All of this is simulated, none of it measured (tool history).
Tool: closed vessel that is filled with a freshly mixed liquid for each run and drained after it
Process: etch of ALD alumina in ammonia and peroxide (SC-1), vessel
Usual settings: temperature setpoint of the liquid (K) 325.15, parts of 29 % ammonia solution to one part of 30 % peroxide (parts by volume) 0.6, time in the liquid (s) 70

run,hour,temperature setpoint of the liquid (K),parts of 29 % ammonia solution to one part of 30 % peroxide (parts by volume),time in the liquid (s),"read-back film thickness of the ALD alumina reference wafer, read on the same gauge (nm)",thickness taken off the ALD alumina on a monitor wafer (nm)
1,0,325.15,0.4,55,69.985,3.663
2,22.3,325.15,0.4,55,70.018,3.693
3,47.8,325.15,0.6,60,69.983,4.186
4,61.9,325.15,0.6,70,69.986,4.832
5,77,325.15,0.6,70,69.978,4.854
6,94.6,325.15,0.6,70,70.02,4.894
7,114.2,325.15,0.6,70,70.017,4.916
8,127.6,325.15,0.6,70,69.998,4.898
9,145,325.15,0.6,70,70.016,4.928
10,171.3,325.15,0.75,70,70.004,5.005
# hour 216.1: gauge calibrated
11,240.5,317.65,0.85,40,69.963,1.94
12,266.8,325.15,0.6,70,70.016,4.933
13,292.8,321.65,0.6,85,69.982,4.969
14,312.3,325.15,0.6,70,69.997,4.936
# hour 316.7: thermometer replaced
# hour 370.4: ammonia flow meter replaced
15,379.4,318.15,0.35,70,69.999,2.823
16,409.3,332.65,0.45,70,69.999,6.361
# hour 454.5: new drum of ammonia solution connected
17,489.4,328.65,0.45,70,69.993,5.191
18,525.1,325.15,0.6,85,70,5.333

Run 19 comes next. What will it give?
19,546.7,325.15,0.5,60,?,?

read-back film thickness of the ALD alumina reference wafer, read on the same gauge (nm): 70
thickness taken off the ALD alumina on a monitor wafer (nm): 3.741
Without the tool's hidden state the same run would have given thickness taken off the ALD alumina on a monitor wafer (nm) 3.677.
